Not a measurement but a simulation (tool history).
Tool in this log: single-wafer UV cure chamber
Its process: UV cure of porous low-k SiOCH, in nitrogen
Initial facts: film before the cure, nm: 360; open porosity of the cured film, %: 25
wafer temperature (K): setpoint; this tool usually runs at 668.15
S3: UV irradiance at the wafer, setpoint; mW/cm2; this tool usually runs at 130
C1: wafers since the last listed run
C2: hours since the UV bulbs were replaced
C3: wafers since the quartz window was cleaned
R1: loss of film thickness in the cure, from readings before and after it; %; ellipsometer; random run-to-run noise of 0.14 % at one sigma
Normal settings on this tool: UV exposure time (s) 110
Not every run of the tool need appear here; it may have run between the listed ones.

run 1 hour=0 | wafer_temperature_(K)=668.15 UV_exposure_time_(s)=110 S3=130 | C1=0 C2=1712.6 C3=1989 | R1=10.264
-- hour=6.4 quartz window cleaned
run 2 hour=6.9 | wafer_temperature_(K)=668.15 UV_exposure_time_(s)=110 S3=130 | C1=3 C2=1719.5 C3=3 | R1=10.045
run 3 hour=21.1 | wafer_temperature_(K)=668.15 UV_exposure_time_(s)=110 S3=130 | C1=91 C2=1733.7 C3=94 | R1=9.883
run 4 hour=54.9 | wafer_temperature_(K)=677.15 UV_exposure_time_(s)=110 S3=130 | C1=218 C2=1767.5 C3=313 | R1=10.254
run 5 hour=70.1 | wafer_temperature_(K)=677.15 UV_exposure_time_(s)=110 S3=130 | C1=98 C2=1782.7 C3=411 | R1=10.257
run 6 hour=78.5 | wafer_temperature_(K)=668.15 UV_exposure_time_(s)=110 S3=130 | C1=54 C2=1791.1 C3=465 | R1=10.063
run 7 hour=86.6 | wafer_temperature_(K)=668.15 UV_exposure_time_(s)=110 S3=130 | C1=52 C2=1799.2 C3=517 | R1=10.044
run 8 hour=101.9 | wafer_temperature_(K)=668.15 UV_exposure_time_(s)=110 S3=130 | C1=98 C2=1814.5 C3=616 | R1=9.795
run 9 hour=117.5 | wafer_temperature_(K)=668.15 UV_exposure_time_(s)=110 S3=130 | C1=100 C2=1830.1 C3=717 | R1=9.994
run 10 hour=129.5 | wafer_temperature_(K)=668.15 UV_exposure_time_(s)=110 S3=130 | C1=77 C2=1842.1 C3=794 | R1=10.169
run 11 hour=144.1 | wafer_temperature_(K)=668.15 UV_exposure_time_(s)=110 S3=130 | C1=94 C2=1856.7 C3=889 | R1=10.312
run 12 hour=160.2 | wafer_temperature_(K)=668.15 UV_exposure_time_(s)=110 S3=130 | C1=103 C2=1872.8 C3=992 | R1=9.727
run 13 hour=178 | wafer_temperature_(K)=668.15 UV_exposure_time_(s)=110 S3=130 | C1=114 C2=1890.6 C3=1107 | R1=10.037
run 14 hour=185.2 | wafer_temperature_(K)=668.15 UV_exposure_time_(s)=110 S3=130 | C1=46 C2=1897.8 C3=1154 | R1=10.126
run 15 hour=198.7 | wafer_temperature_(K)=668.15 UV_exposure_time_(s)=110 S3=130 | C1=87 C2=1911.3 C3=1241 | R1=10.009
run 16 hour=216 | wafer_temperature_(K)=668.15 UV_exposure_time_(s)=110 S3=151 | C1=111 C2=1928.6 C3=1353 | R1=10.442
-- hour=234.8 UV bulbs replaced
run 17 hour=235.3 | wafer_temperature_(K)=658.15 UV_exposure_time_(s)=110 S3=130 | C1=72 C2=0.5 C3=1426 | R1=9.834
run 18 hour=263.8 | wafer_temperature_(K)=650.15 UV_exposure_time_(s)=110 S3=92 | C1=184 C2=29 C3=1610 | R1=8.192
run 19 hour=277.1 | wafer_temperature_(K)=668.15 UV_exposure_time_(s)=55 S3=130 | C1=85 C2=42.3 C3=1696 | R1=7.064
-- hour=292.2 quartz window cleaned
run 20 hour=292.7 | wafer_temperature_(K)=655.15 UV_exposure_time_(s)=95 S3=154 | C1=49 C2=57.9 C3=3 | R1=9.763
run 21 hour=305.6 | wafer_temperature_(K)=668.15 UV_exposure_time_(s)=110 S3=130 | C1=83 C2=70.8 C3=86 | R1=9.957
run 22 hour=346.9 | wafer_temperature_(K)=668.15 UV_exposure_time_(s)=110 S3=163 | C1=266 C2=112.1 C3=353 | R1=11.107
run 23 hour=363 | wafer_temperature_(K)=682.15 UV_exposure_time_(s)=70 S3=130 | C1=103 C2=128.2 C3=457 | R1=8.144
run 24 hour=378.3 | wafer_temperature_(K)=668.15 UV_exposure_time_(s)=110 S3=144 | C1=98 C2=143.5 C3=556 | R1=10.521
run 25 hour=394.5 | wafer_temperature_(K)=679.15 UV_exposure_time_(s)=110 S3=130 | C1=104 C2=159.7 C3=660 | R1=10.354
run 26 hour=401.5 | wafer_temperature_(K)=650.15 UV_exposure_time_(s)=110 S3=130 | C1=45 C2=166.7 C3=705 | R1=9.543
run 27 hour=413.4 | wafer_temperature_(K)=674.15 UV_exposure_time_(s)=150 S3=107 | C1=76 C2=178.6 C3=782 | R1=10.436
run 28 hour=422.3 | wafer_temperature_(K)=668.15 UV_exposure_time_(s)=110 S3=130 | C1=57 C2=187.5 C3=840 | R1=10.095
run 29 hour=452.6 | wafer_temperature_(K)=649.15 UV_exposure_time_(s)=110 S3=99 | C1=195 C2=217.8 C3=1035 | R1=8.422
run 30 hour=460.5 | wafer_temperature_(K)=668.15 UV_exposure_time_(s)=110 S3=130 | C1=51 C2=225.7 C3=1086 | R1=9.948

Below are 3 alternative next runs, each starting from the tool's condition after run 30. Predict each:
run A hour=461 | wafer_temperature_(K)=668.15 UV_exposure_time_(s)=110 S3=130 | C1=3 C2=226.2 C3=1090 | R1=?
run B hour=461 | wafer_temperature_(K)=660.15 UV_exposure_time_(s)=60 S3=118 | C1=3 C2=226.2 C3=1090 | R1=?
run C hour=461 | wafer_temperature_(K)=668.15 UV_exposure_time_(s)=175 S3=143 | C1=3 C2=226.2 C3=1090 | R1=?

run=A R1=10.007
run=B R1=6.86
run=C R1=12.564
Had the tool no hidden state, the same runs would have come out as:
run=A R1=10.007
run=B R1=6.86
run=C R1=12.564
